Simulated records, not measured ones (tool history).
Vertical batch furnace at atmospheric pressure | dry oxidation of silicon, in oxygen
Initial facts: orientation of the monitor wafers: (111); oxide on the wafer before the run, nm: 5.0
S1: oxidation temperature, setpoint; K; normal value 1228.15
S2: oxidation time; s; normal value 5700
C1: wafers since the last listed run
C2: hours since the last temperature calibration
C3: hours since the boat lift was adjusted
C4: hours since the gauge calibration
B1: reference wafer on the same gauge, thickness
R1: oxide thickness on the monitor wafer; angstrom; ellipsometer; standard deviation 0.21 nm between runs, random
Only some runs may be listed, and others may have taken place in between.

| run | day | S1 | S2 | C1 | C2 | C3 | C4 | B1 | R1 |
|---|---|---|---|---|---|---|---|---|---|
| 1 | 0.000 | 1228.15 | 6360 | 0 | 1104.7 | 1236.2 | 450.7 | 75.00 | 706.4 |
| 2 | 3.275 | 1228.15 | 6360 | 1053 | 1183.3 | 1314.8 | 529.3 | 75.00 | 707.1 |
| 3 | 6.500 | 1228.15 | 5700 | 1037 | 1260.7 | 1392.2 | 606.7 | 75.11 | 658.2 |
| 4 | 9.721 | 1228.15 | 3990 | 1035 | 1338.0 | 1469.5 | 684.0 | 74.98 | 515.4 |
|  | 12.746 | boat lift adjusted |
| 5 | 12.767 | 1228.15 | 3990 | 657 | 1411.1 | 0.5 | 757.1 | 75.09 | 518.3 |
| 6 | 13.829 | 1215.15 | 3840 | 341 | 1436.6 | 26.0 | 782.6 | 75.07 | 457.3 |
| 7 | 16.071 | 1215.15 | 3840 | 720 | 1490.4 | 79.8 | 836.4 | 75.05 | 452.4 |
| 8 | 18.004 | 1245.15 | 4320 | 621 | 1536.8 | 126.2 | 882.8 | 74.99 | 621.9 |
| 9 | 20.596 | 1245.15 | 4320 | 833 | 1599.0 | 188.4 | 945.0 | 75.00 | 623.3 |
| 10 | 23.008 | 1248.15 | 4230 | 775 | 1656.9 | 246.3 | 1002.9 | 74.94 | 629.4 |
|  | 23.121 | gauge calibrated |
|  | 26.075 | thermocouples replaced and temperature profile calibrated |
| 11 | 27.296 | 1228.15 | 5700 | 1057 | 29.3 | 349.2 | 100.2 | 74.97 | 656.1 |
| 12 | 29.246 | 1235.15 | 5700 | 627 | 76.1 | 396.0 | 147.0 | 75.06 | 694.3 |
| 13 | 32.433 | 1248.15 | 5700 | 1025 | 152.6 | 472.5 | 223.5 | 74.93 | 764.5 |
| 14 | 34.871 | 1228.15 | 5700 | 783 | 211.1 | 531.0 | 282.0 | 74.96 | 657.0 |
| 15 | 37.708 | 1215.15 | 8460 | 912 | 279.2 | 599.1 | 350.1 | 74.94 | 769.9 |

Below are 4 alternative next runs, each starting from the tool's condition after run 15. Predict each:
| A | 37.908 | 1212.15 | 5700 | 64 | 284.0 | 603.9 | 354.9 | ? | ? |
| B | 37.908 | 1204.15 | 7950 | 64 | 284.0 | 603.9 | 354.9 | ? | ? |
| C | 37.908 | 1239.15 | 7470 | 64 | 284.0 | 603.9 | 354.9 | ? | ? |
| D | 37.908 | 1218.15 | 3150 | 64 | 284.0 | 603.9 | 354.9 | ? | ? |

| run | B1 | R1 |
|---|---|---|
| A | 74.98 | 577.3 |
| B | 74.98 | 675.9 |
| C | 74.98 | 853.3 |
| D | 74.98 | 408.7 |
With the hidden condition removed and each run's random variation left untouched, the same runs would have given:
| run | R1 |
|---|---|
| A | 577.3 |
| B | 675.9 |
| C | 853.3 |
| D | 408.7 |
